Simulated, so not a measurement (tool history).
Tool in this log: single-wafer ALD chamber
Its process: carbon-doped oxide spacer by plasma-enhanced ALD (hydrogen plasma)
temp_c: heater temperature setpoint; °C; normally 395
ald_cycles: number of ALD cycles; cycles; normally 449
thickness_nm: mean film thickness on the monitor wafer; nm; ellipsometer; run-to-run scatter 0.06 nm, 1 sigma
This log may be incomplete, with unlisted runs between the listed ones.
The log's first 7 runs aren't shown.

| run | hour | temp_c | ald_cycles | wafers since the last listed run | hours since the last thermocouple change | hours since the gauge calibration | read-back reference wafer on the same gauge, thickness_nm | thickness_nm |
|---|---|---|---|---|---|---|---|---|
| 8 | 648.4 | 395 | 449 | 93 | 338.1 | 2396.2 | 20.097 | 23.571 |
| 9 | 695.3 | 395 | 449 | 41 | 385 | 2443.1 | 20.094 | 23.549 |
| 10 | 786.4 | 395 | 449 | 81 | 476.1 | 2534.2 | 20.076 | 23.493 |
| 11 | 876.4 | 395 | 449 | 80 | 566.1 | 2624.2 | 20.055 | 23.461 |
| 12 | 920.3 | 395 | 491 | 39 | 610 | 2668.1 | 20.058 | 25.568 |
|  | 931.8 | gauge calibrated |
| 13 | 1004.1 | 395 | 491 | 74 | 693.8 | 72.3 | 20.455 | 26.231 |
| 14 | 1058.4 | 395 | 491 | 48 | 748.1 | 126.6 | 20.415 | 26.172 |
| 15 | 1144.8 | 387 | 449 | 76 | 834.5 | 213 | 20.415 | 23.936 |
| 16 | 1222.9 | 395 | 449 | 69 | 912.6 | 291.1 | 20.403 | 23.948 |
| 17 | 1317.4 | 395 | 449 | 84 | 1007.1 | 385.6 | 20.363 | 23.784 |
| 18 | 1364 | 395 | 449 | 41 | 1053.7 | 432.2 | 20.37 | 23.806 |
| 19 | 1443.9 | 395 | 449 | 71 | 1133.6 | 512.1 | 20.401 | 23.814 |
| 20 | 1527.8 | 384 | 413 | 74 | 1217.5 | 596 | 20.351 | 21.917 |
| 21 | 1613 | 395 | 449 | 75 | 1302.7 | 681.2 | 20.332 | 23.795 |
| 22 | 1661 | 409 | 519 | 42 | 1350.7 | 729.2 | 20.349 | 26.915 |
| 23 | 1910.8 | 404 | 480 | 222 | 1600.5 | 979 | 20.275 | 25.137 |
| 24 | 1990.3 | 395 | 449 | 70 | 1680 | 1058.5 | 20.291 | 23.809 |
| 25 | 2053.1 | 381 | 362 | 55 | 1742.8 | 1121.3 | 20.264 | 19.099 |
| 26 | 2112.8 | 395 | 449 | 53 | 1802.5 | 1181 | 20.262 | 23.742 |
| 27 | 2195.4 | 384 | 531 | 73 | 1885.1 | 1263.6 | 20.264 | 28.041 |
| 28 | 2302.8 | 389 | 371 | 95 | 1992.5 | 1371 | 20.214 | 19.575 |
| 29 | 2396.8 | 385 | 524 | 83 | 2086.5 | 1465 | 20.217 | 27.621 |
| 30 | 2487.6 | 388 | 449 | 80 | 2177.3 | 1555.8 | 20.216 | 23.674 |

Run 31, settings as shown, results not yet in. Your forecast:
| 31 | 2524.2 | 395 | 367 | 32 | 2213.9 | 1592.4 | ? | ? |

Run 31 produced read-back reference wafer on the same gauge, thickness_nm 20.215, thickness_nm 19.378 nm.
The same run, on a tool lacking any hidden state, would have yielded thickness_nm 19.665 nm.
